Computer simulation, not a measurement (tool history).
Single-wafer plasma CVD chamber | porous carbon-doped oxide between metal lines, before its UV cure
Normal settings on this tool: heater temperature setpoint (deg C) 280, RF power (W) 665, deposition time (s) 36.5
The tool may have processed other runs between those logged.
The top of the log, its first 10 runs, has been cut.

run	hour	heater temperature setpoint (deg C)	RF power (W)	deposition time (s)	wafers since the last listed run	hours since the last thermocouple change	hours since the last RF generator calibration	hours since the showerhead was replaced	hours since the gauge calibration	read-back reference wafer on the same gauge, thickness_nm	mean film thickness on the monitor wafer (nm)
11	346.1	280	665	36.5	606	225.6	1310.3	33.8	1107.8	262.165	256.685
12	371.3	280	665	36.5	496	250.8	1335.5	59	1133	261.948	255.997
13	394.5	275	600	29.4	456	274	1358.7	82.2	1156.2	261.81	200.063
14	429	280	665	36.5	679	308.5	1393.2	116.7	1190.7	262.001	256.192
15	460.3	280	785	29.6	616	339.8	1424.5	148	1222	261.924	231.249
16	473.8	291	550	39.3	265	353.3	1438	161.5	1235.5	262.129	231.322
17	504.8	280	665	34.4	610	384.3	1469	192.5	1266.5	262.031	241.87
18	517.4	271	730	42	248	396.9	1481.6	205.1	1279.1	261.867	327.468
19	537.3	280	630	36.5	391	416.8	1501.5	225	1299	261.793	248.059
20	564.3	280	665	36.5	531	443.8	1528.5	252	1326	262.015	256.71
21	585.3	280	710	36.5	413	464.8	1549.5	273	1347	261.796	266.691
22	616.6	280	665	40.7	616	496.1	1580.8	304.3	1378.3	261.937	282.909
# hour 619.4: gauge calibrated
# hour 634.8: RF generator calibrated
23	641.8	286	545	36.5	338	521.3	7	329.5	22.4	262.01	230.873
24	661.8	280	620	40.8	393	541.3	27	349.5	42.4	261.904	288.099
25	680.1	272	770	38.8	360	559.6	45.3	367.8	60.7	262.142	327.865

What does the tool deliver on the next run?
26	697.5	280	665	41.9	342	577	62.7	385.2	78.1	?	?

{"run 26": {"read-back reference wafer on the same gauge, thickness_nm": 262.048, "mean film thickness on the monitor wafer (nm)": 308.155}}
With the hidden condition absent and the run-to-run variation left alone, this run would have shown mean film thickness on the monitor wafer (nm) 311.603.

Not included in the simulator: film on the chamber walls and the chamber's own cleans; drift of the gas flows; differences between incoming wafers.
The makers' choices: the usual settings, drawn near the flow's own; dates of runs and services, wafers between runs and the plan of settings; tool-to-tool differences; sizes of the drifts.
